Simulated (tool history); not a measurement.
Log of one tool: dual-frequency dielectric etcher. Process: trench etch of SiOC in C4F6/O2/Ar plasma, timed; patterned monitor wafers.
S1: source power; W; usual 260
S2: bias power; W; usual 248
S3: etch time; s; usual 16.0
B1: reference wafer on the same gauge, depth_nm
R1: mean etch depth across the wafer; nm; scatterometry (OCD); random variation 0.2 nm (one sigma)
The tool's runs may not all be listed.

run 1 hour=0.0 | S1=230 S2=248 S3=16.0 | B1=30.79 | R1=32.00
run 2 hour=65.1 | S1=230 S2=248 S3=16.0 | B1=30.84 | R1=31.97
run 3 hour=121.5 | S1=300 S2=248 S3=16.0 | B1=30.83 | R1=36.56
run 4 hour=148.8 | S1=300 S2=248 S3=16.0 | B1=30.77 | R1=36.60
run 5 hour=261.3 | S1=250 S2=248 S3=16.0 | B1=30.77 | R1=34.05
-- hour=278.3 source power generator calibrated
run 6 hour=311.7 | S1=260 S2=248 S3=17.5 | B1=30.87 | R1=38.51
-- hour=336.7 wet clean of the chamber
run 7 hour=348.3 | S1=260 S2=248 S3=17.5 | B1=30.82 | R1=36.90
-- hour=369.0 bias power generator calibrated
run 8 hour=378.0 | S1=200 S2=248 S3=14.5 | B1=30.85 | R1=27.10
run 9 hour=425.7 | S1=220 S2=211 S3=20.5 | B1=30.82 | R1=39.07
-- hour=504.9 upper electrode replaced
run 10 hour=505.4 | S1=300 S2=248 S3=13.0 | B1=30.79 | R1=30.07
-- hour=509.3 gauge calibrated
run 11 hour=531.7 | S1=260 S2=248 S3=16.0 | B1=30.76 | R1=34.69
run 12 hour=586.3 | S1=260 S2=295 S3=13.5 | B1=30.79 | R1=30.71
run 13 hour=649.7 | S1=260 S2=248 S3=16.0 | B1=30.74 | R1=34.79
run 14 hour=714.5 | S1=210 S2=278 S3=16.0 | B1=30.79 | R1=32.68

Forecast each of these 5 alternatives for the next run:
run A hour=714.9 | S1=260 S2=248 S3=16.0 | B1=? | R1=?
run B hour=714.9 | S1=260 S2=285 S3=16.0 | B1=? | R1=?
run C hour=714.9 | S1=260 S2=300 S3=17.5 | B1=? | R1=?
run D hour=714.9 | S1=220 S2=248 S3=16.0 | B1=? | R1=?
run E hour=714.9 | S1=200 S2=285 S3=12.5 | B1=? | R1=?

run=A B1=30.80 R1=34.95
run=B B1=30.80 R1=36.48
run=C B1=30.80 R1=40.55
run=D B1=30.80 R1=32.27
run=E B1=30.80 R1=25.13
Without the tool's hidden state the same runs would have given:
run=A R1=33.53
run=B R1=35.00
run=C R1=38.91
run=D R1=30.96
run=E R1=24.11

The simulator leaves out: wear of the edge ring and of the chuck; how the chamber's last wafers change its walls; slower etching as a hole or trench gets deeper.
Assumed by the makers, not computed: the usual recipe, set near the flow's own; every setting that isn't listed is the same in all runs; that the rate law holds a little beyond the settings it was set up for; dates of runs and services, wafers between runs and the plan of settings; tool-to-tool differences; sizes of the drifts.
